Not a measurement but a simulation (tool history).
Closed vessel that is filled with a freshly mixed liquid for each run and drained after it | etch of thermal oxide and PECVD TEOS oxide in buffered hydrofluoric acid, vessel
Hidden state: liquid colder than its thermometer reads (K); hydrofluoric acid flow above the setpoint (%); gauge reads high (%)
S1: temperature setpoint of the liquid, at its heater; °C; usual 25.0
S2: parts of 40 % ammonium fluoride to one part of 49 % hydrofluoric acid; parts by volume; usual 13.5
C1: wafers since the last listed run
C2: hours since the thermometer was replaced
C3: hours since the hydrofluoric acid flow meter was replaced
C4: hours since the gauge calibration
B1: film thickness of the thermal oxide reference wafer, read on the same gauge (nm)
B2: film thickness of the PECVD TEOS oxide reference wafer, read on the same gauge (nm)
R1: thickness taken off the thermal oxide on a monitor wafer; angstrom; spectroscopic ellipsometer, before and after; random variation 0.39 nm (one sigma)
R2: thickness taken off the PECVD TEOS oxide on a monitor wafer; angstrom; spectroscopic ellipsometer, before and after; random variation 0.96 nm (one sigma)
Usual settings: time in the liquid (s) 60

Run 1, day 0.000: usual settings but S1 22.0 °C; C1 0; C2 2245.6; C3 1190.6; C4 360.9; B1 110.01; B2 129.99. Result: R1 495.4 angstrom, R2 1051.0 angstrom.
Run 2, day 1.254: usual settings but S1 22.0 °C; C1 2270; C2 2275.7; C3 1220.7; C4 391.0; B1 109.99; B2 130.03. Result: R1 493.1 angstrom, R2 1049.3 angstrom.
Run 3, day 3.667: usual settings but S1 22.0 °C; C1 4366; C2 2333.6; C3 1278.6; C4 448.9; B1 109.99; B2 130.00. Result: R1 495.1 angstrom, R2 1051.1 angstrom.
Run 4, day 4.979: usual settings but time in the liquid (s) 45; C1 2375; C2 2365.1; C3 1310.1; C4 480.4; B1 110.01; B2 129.98. Result: R1 437.1 angstrom, R2 915.2 angstrom.
Run 5, day 6.054: usual settings but time in the liquid (s) 45; C1 1945; C2 2390.9; C3 1335.9; C4 506.2; B1 110.03; B2 129.99. Result: R1 439.6 angstrom, R2 947.1 angstrom.
Run 6, day 8.612: usual settings but time in the liquid (s) 45; C1 4630; C2 2452.3; C3 1397.3; C4 567.6; B1 110.01; B2 130.01. Result: R1 437.0 angstrom, R2 936.0 angstrom.
Run 7, day 11.271: usual settings; C1 4811; C2 2516.1; C3 1461.1; C4 631.4; B1 109.99; B2 130.03. Result: R1 588.0 angstrom, R2 1245.1 angstrom.
Run 8, day 12.621: usual settings but S2 14.5 parts by volume; C1 2443; C2 2548.5; C3 1493.5; C4 663.8; B1 110.00; B2 130.02. Result: R1 551.7 angstrom, R2 1185.1 angstrom.
Run 9, day 15.188: usual settings but S2 14.5 parts by volume; C1 4645; C2 2610.1; C3 1555.1; C4 725.4; B1 109.97; B2 130.03. Result: R1 558.1 angstrom, R2 1170.5 angstrom.
Run 10, day 16.658: usual settings; C1 2662; C2 2645.4; C3 1590.4; C4 760.7; B1 110.00; B2 130.01. Result: R1 589.2 angstrom, R2 1264.8 angstrom.
Run 11, day 18.392: usual settings but S1 27.5 °C, S2 18.5 parts by volume, time in the liquid (s) 30; C1 3137; C2 2687.0; C3 1632.0; C4 802.3; B1 110.00; B2 130.01. Result: R1 247.1 angstrom, R2 530.0 angstrom.
Run 12, day 20.183: usual settings; C1 3243; C2 2730.0; C3 1675.0; C4 845.3; B1 110.00; B2 130.00. Result: R1 602.1 angstrom, R2 1269.5 angstrom.
Run 13, day 21.625: usual settings but S1 21.0 °C, S2 18.0 parts by volume, time in the liquid (s) 50; C1 2609; C2 2764.6; C3 1709.6; C4 879.9; B1 110.00; B2 130.01. Result: R1 299.0 angstrom, R2 645.0 angstrom.
Run 14, day 23.600: usual settings but S1 20.5 °C, time in the liquid (s) 70; C1 3575; C2 2812.0; C3 1757.0; C4 927.3; B1 110.00; B2 129.98. Result: R1 539.0 angstrom, R2 1157.3 angstrom.
Run 15, day 25.646: usual settings but S2 17.5 parts by volume; C1 3703; C2 2861.1; C3 1806.1; C4 976.4; B1 109.98; B2 130.01. Result: R1 466.1 angstrom, R2 990.4 angstrom.
At day 27.696: hydrofluoric acid flow meter replaced.
At day 28.042: thermometer replaced.
At day 30.067: gauge calibrated.
Run 16, day 33.725: usual settings but S2 16.0 parts by volume, time in the liquid (s) 70; C1 14473; C2 136.4; C3 144.7; C4 87.8; B1 110.04; B2 129.98. Result: R1 542.2 angstrom, R2 1149.9 angstrom.
Run 17, day 36.100: usual settings but S1 26.5 °C, S2 16.0 parts by volume; C1 4299; C2 193.4; C3 201.7; C4 144.8; B1 109.98; B2 130.02. Result: R1 504.9 angstrom, R2 1086.9 angstrom.
Run 18, day 39.046: usual settings but S1 23.5 °C, S2 15.5 parts by volume, time in the liquid (s) 30; C1 5332; C2 264.1; C3 272.4; C4 215.5; B1 110.01; B2 130.03. Result: R1 221.4 angstrom, R2 473.4 angstrom.
Run 19, day 40.596: usual settings; C1 2805; C2 301.3; C3 309.6; C4 252.7; B1 109.99; B2 129.95. Result: R1 554.6 angstrom, R2 1177.5 angstrom.
Run 20, day 41.638: usual settings but S1 20.0 °C, S2 10.5 parts by volume, time in the liquid (s) 90; C1 1885; C2 326.3; C3 334.6; C4 277.7; B1 110.00; B2 130.05. Result: R1 799.2 angstrom, R2 1715.5 angstrom.
Run 21, day 43.329: usual settings but S1 29.0 °C, S2 10.0 parts by volume, time in the liquid (s) 70; C1 3062; C2 366.9; C3 375.2; C4 318.3; B1 110.00; B2 129.94. Result: R1 1081.3 angstrom, R2 2297.5 angstrom.

Hidden state at the last listed run before each entry between runs and at the first one after, where it differs:
Between runs 15 and 16: hydrofluoric acid flow meter replaced (day 27.696); thermometer replaced (day 28.042); gauge calibrated (day 30.067)
  hydrofluoric acid flow above the setpoint (%): 10.6 -> 0.933
  measured less the result without the state, R1: +44.0 -> +4.9 angstrom; R2: +93.5 -> +10.5 angstrom
